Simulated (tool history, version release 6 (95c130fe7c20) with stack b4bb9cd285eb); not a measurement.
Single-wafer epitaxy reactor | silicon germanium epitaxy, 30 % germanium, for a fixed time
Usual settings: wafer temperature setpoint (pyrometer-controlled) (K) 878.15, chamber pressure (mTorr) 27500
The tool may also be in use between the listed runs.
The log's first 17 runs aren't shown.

run	hour	wafer temperature setpoint (pyrometer-controlled) (K)	chamber pressure (mTorr)	read-back reference wafer on the same gauge, thickness_nm	mean film thickness on the monitor wafer (Å)
# hour 1398.5: pyrometer calibrated
18	1531.7	863.15	27500	70.942	589.58
19	1618.1	878.15	27500	70.888	775.24
20	1660.1	870.15	21300	70.961	616.06
21	1722.1	866.15	22700	70.784	588.03
22	1803.9	882.15	27500	71.019	837.54
23	1878.8	878.15	27500	70.844	782.43
24	1933.9	878.15	27500	70.912	773.14
25	1986.9	886.15	33200	70.754	949.58
26	2031.8	878.15	27500	70.912	775.85
27	2216.4	864.15	30800	70.942	615.87
28	2323.6	890.15	21600	70.900	882.03
29	2430.7	870.15	22500	70.888	615.28
30	2503.9	886.15	32400	70.959	932.68
31	2587.3	878.15	27500	70.960	756.11
32	2656.1	888.15	29900	70.911	929.49
33	2758.5	870.15	23900	70.912	625.83
34	2851.0	878.15	27500	70.897	751.70
35	2945.9	872.15	27500	70.916	672.68

Forecast each of these 4 alternatives for the next run:
A	2946.3	864.15	27500	?	?
B	2946.3	870.15	23700	?	?
C	2946.3	891.15	27500	?	?
D	2946.3	869.15	30400	?	?

run	read-back reference wafer on the same gauge, thickness_nm	mean film thickness on the monitor wafer (Å)
A	70.863	577.97
B	70.863	615.27
C	70.863	941.62
D	70.863	655.65
Without the tool's hidden state the same runs would have given:
run	mean film thickness on the monitor wafer (Å)
A	601.52
B	640.07
C	978.22
D	682.13
